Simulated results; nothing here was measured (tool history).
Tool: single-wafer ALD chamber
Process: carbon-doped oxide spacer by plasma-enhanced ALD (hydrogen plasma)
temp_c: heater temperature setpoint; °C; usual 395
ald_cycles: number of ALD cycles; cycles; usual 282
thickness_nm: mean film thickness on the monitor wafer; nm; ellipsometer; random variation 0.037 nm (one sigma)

run,hour,temp_c,ald_cycles,wafers since the last listed run,hours since the last thermocouple change,hours since the gauge calibration,"read-back reference wafer on the same gauge, thickness_nm",thickness_nm
1,0,406,282,0,82.9,186.4,16.607,15.004
2,59.5,406,282,60,142.4,245.9,16.605,14.972
3,153.3,401,282,95,236.2,339.7,16.591,15.25
4,247.9,401,282,95,330.8,434.3,16.61,15.223
5,315.4,395,282,68,398.3,501.8,16.592,15.328
6,395.3,395,282,81,478.2,581.7,16.604,15.339
7,437.7,386,253,43,520.6,624.1,16.597,13.772
8,527.4,395,298,90,610.3,713.8,16.598,16.219
9,632.7,395,298,106,715.6,819.1,16.597,16.268
10,707.7,395,282,76,790.6,894.1,16.59,15.305
# hour 807.6: thermocouple changed; heater temperature recalibrated
11,808.1,395,282,93,0.5,994.5,16.599,15.293
12,898.1,395,253,91,90.5,1084.5,16.604,13.729
13,995.4,395,253,98,187.8,1181.8,16.603,13.788
14,1044.5,406,325,49,236.9,1230.9,16.607,17.178
# hour 1138: gauge calibrated
15,1141.1,395,282,97,333.5,3.1,16.601,15.355
16,1206.7,395,298,66,399.1,68.7,16.597,16.205
17,1311.6,382,256,106,504,173.6,16.595,13.911
18,1359,395,282,48,551.4,221,16.595,15.304
19,1457.9,381,258,100,650.3,319.9,16.604,14.088
20,1559.2,403,263,102,751.6,421.2,16.599,14.131
21,1633.2,395,265,75,825.6,495.2,16.603,14.39
22,1699.6,409,282,67,892,561.6,16.602,14.783
23,1789.6,386,325,91,982,651.6,16.597,17.705
# hour 1885: thermocouple changed; heater temperature recalibrated
24,1969.6,383,236,174,84.6,831.6,16.596,12.838
25,2072.2,400,251,104,187.2,934.2,16.599,13.642
26,2142.7,395,317,71,257.7,1004.7,16.604,17.247

Hidden state at the last listed run before each entry between runs and at the first one after, where it differs:
Between runs 10 and 11: thermocouple changed; heater temperature recalibrated (hour 807.6)
  no hidden state differs between the two runs
Between runs 14 and 15: gauge calibrated (hour 1138)
  no hidden state differs between the two runs
Between runs 23 and 24: thermocouple changed; heater temperature recalibrated (hour 1885)
  no hidden state differs between the two runs

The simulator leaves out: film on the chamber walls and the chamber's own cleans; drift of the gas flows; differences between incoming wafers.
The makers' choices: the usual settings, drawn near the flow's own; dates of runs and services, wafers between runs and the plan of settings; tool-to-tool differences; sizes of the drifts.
